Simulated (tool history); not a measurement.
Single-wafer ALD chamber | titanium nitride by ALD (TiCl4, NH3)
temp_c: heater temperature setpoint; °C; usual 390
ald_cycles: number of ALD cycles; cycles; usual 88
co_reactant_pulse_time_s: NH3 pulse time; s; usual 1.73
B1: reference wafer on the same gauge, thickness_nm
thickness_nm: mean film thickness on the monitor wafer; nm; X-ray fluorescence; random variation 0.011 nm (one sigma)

run 1 hour=0.0 | temp_c=390 ald_cycles=88 co_reactant_pulse_time_s=1.73 | B1=2.221 | thickness_nm=1.914
run 2 hour=26.2 | temp_c=380 ald_cycles=88 co_reactant_pulse_time_s=1.94 | B1=2.222 | thickness_nm=1.891
run 3 hour=40.8 | temp_c=380 ald_cycles=88 co_reactant_pulse_time_s=1.94 | B1=2.222 | thickness_nm=1.895
run 4 hour=72.0 | temp_c=399 ald_cycles=88 co_reactant_pulse_time_s=1.73 | B1=2.228 | thickness_nm=1.941
run 5 hour=107.6 | temp_c=399 ald_cycles=88 co_reactant_pulse_time_s=1.73 | B1=2.229 | thickness_nm=1.949
run 6 hour=148.2 | temp_c=399 ald_cycles=88 co_reactant_pulse_time_s=1.73 | B1=2.230 | thickness_nm=1.928
run 7 hour=183.1 | temp_c=390 ald_cycles=88 co_reactant_pulse_time_s=1.73 | B1=2.234 | thickness_nm=1.931
run 8 hour=201.1 | temp_c=390 ald_cycles=88 co_reactant_pulse_time_s=1.73 | B1=2.233 | thickness_nm=1.932
-- hour=237.3 showerhead replaced
run 9 hour=237.8 | temp_c=390 ald_cycles=88 co_reactant_pulse_time_s=1.73 | B1=2.236 | thickness_nm=1.935
run 10 hour=251.1 | temp_c=390 ald_cycles=88 co_reactant_pulse_time_s=1.73 | B1=2.240 | thickness_nm=1.938
run 11 hour=283.3 | temp_c=390 ald_cycles=88 co_reactant_pulse_time_s=1.73 | B1=2.245 | thickness_nm=1.949
run 12 hour=323.9 | temp_c=390 ald_cycles=88 co_reactant_pulse_time_s=1.73 | B1=2.245 | thickness_nm=1.949
run 13 hour=416.0 | temp_c=390 ald_cycles=88 co_reactant_pulse_time_s=1.73 | B1=2.253 | thickness_nm=1.953
run 14 hour=451.9 | temp_c=390 ald_cycles=88 co_reactant_pulse_time_s=1.73 | B1=2.259 | thickness_nm=1.950
run 15 hour=471.0 | temp_c=390 ald_cycles=88 co_reactant_pulse_time_s=1.73 | B1=2.263 | thickness_nm=1.953
-- hour=479.3 gauge calibrated
run 16 hour=499.3 | temp_c=390 ald_cycles=100 co_reactant_pulse_time_s=1.73 | B1=2.189 | thickness_nm=2.163
run 17 hour=512.7 | temp_c=390 ald_cycles=95 co_reactant_pulse_time_s=1.73 | B1=2.189 | thickness_nm=2.030
run 18 hour=535.1 | temp_c=395 ald_cycles=104 co_reactant_pulse_time_s=2.33 | B1=2.186 | thickness_nm=2.283
-- hour=556.6 thermocouple changed; heater temperature recalibrated
run 19 hour=633.2 | temp_c=390 ald_cycles=88 co_reactant_pulse_time_s=1.73 | B1=2.193 | thickness_nm=1.888
run 20 hour=667.9 | temp_c=380 ald_cycles=95 co_reactant_pulse_time_s=1.95 | B1=2.190 | thickness_nm=2.055
run 21 hour=682.9 | temp_c=394 ald_cycles=83 co_reactant_pulse_time_s=1.73 | B1=2.193 | thickness_nm=1.785
run 22 hour=702.5 | temp_c=390 ald_cycles=88 co_reactant_pulse_time_s=1.73 | B1=2.192 | thickness_nm=1.899
run 23 hour=718.2 | temp_c=404 ald_cycles=88 co_reactant_pulse_time_s=2.35 | B1=2.190 | thickness_nm=1.942
run 24 hour=737.9 | temp_c=390 ald_cycles=75 co_reactant_pulse_time_s=1.43 | B1=2.194 | thickness_nm=1.594
run 25 hour=760.5 | temp_c=376 ald_cycles=88 co_reactant_pulse_time_s=1.45 | B1=2.195 | thickness_nm=1.825
run 26 hour=790.9 | temp_c=390 ald_cycles=88 co_reactant_pulse_time_s=1.73 | B1=2.194 | thickness_nm=1.897
run 27 hour=808.8 | temp_c=390 ald_cycles=88 co_reactant_pulse_time_s=1.73 | B1=2.196 | thickness_nm=1.881
run 28 hour=827.6 | temp_c=390 ald_cycles=88 co_reactant_pulse_time_s=1.22 | B1=2.194 | thickness_nm=1.834
run 29 hour=848.4 | temp_c=397 ald_cycles=93 co_reactant_pulse_time_s=1.36 | B1=2.194 | thickness_nm=1.986
run 30 hour=862.0 | temp_c=390 ald_cycles=88 co_reactant_pulse_time_s=1.73 | B1=2.194 | thickness_nm=1.916
run 31 hour=890.0 | temp_c=390 ald_cycles=88 co_reactant_pulse_time_s=1.73 | B1=2.197 | thickness_nm=1.901
run 32 hour=919.6 | temp_c=381 ald_cycles=88 co_reactant_pulse_time_s=2.00 | B1=2.201 | thickness_nm=1.885
run 33 hour=932.0 | temp_c=400 ald_cycles=99 co_reactant_pulse_time_s=1.73 | B1=2.201 | thickness_nm=2.180
run 34 hour=964.1 | temp_c=380 ald_cycles=88 co_reactant_pulse_time_s=1.53 | B1=2.202 | thickness_nm=1.881
run 35 hour=980.1 | temp_c=394 ald_cycles=98 co_reactant_pulse_time_s=1.28 | B1=2.207 | thickness_nm=2.075
run 36 hour=997.8 | temp_c=390 ald_cycles=88 co_reactant_pulse_time_s=1.73 | B1=2.206 | thickness_nm=1.905
run 37 hour=1012.5 | temp_c=398 ald_cycles=79 co_reactant_pulse_time_s=1.23 | B1=2.204 | thickness_nm=1.688
run 38 hour=1043.2 | temp_c=390 ald_cycles=88 co_reactant_pulse_time_s=1.73 | B1=2.208 | thickness_nm=1.911
run 39 hour=1076.3 | temp_c=390 ald_cycles=88 co_reactant_pulse_time_s=1.73 | B1=2.210 | thickness_nm=1.919

What the log doesn't show, run by run:
wafer temperature above the value expected at the setpoint (K): 0 in every run
H1: gauge reads high (%)
run=1 H1=1.42
run=2 H1=1.5
run=3 H1=1.54
run=4 H1=1.64
run=5 H1=1.76
run=6 H1=1.9
run=7 H1=2.02
run=8 H1=2.09
run=9 H1=2.23
run=10 H1=2.29
run=11 H1=2.42
run=12 H1=2.59
run=13 H1=3.02
run=14 H1=3.19
run=15 H1=3.29
run=16 H1=-0.00818
run=17 H1=-0.00646
run=18 H1=-0.00166
run=19 H1=0.0477
run=20 H1=0.0762
run=21 H1=0.0903
run=22 H1=0.11
run=23 H1=0.128
run=24 H1=0.151
run=25 H1=0.181
run=26 H1=0.224
run=27 H1=0.251
run=28 H1=0.282
run=29 H1=0.318
run=30 H1=0.342
run=31 H1=0.395
run=32 H1=0.456
run=33 H1=0.482
run=34 H1=0.554
run=35 H1=0.592
run=36 H1=0.636
run=37 H1=0.673
run=38 H1=0.753
run=39 H1=0.846
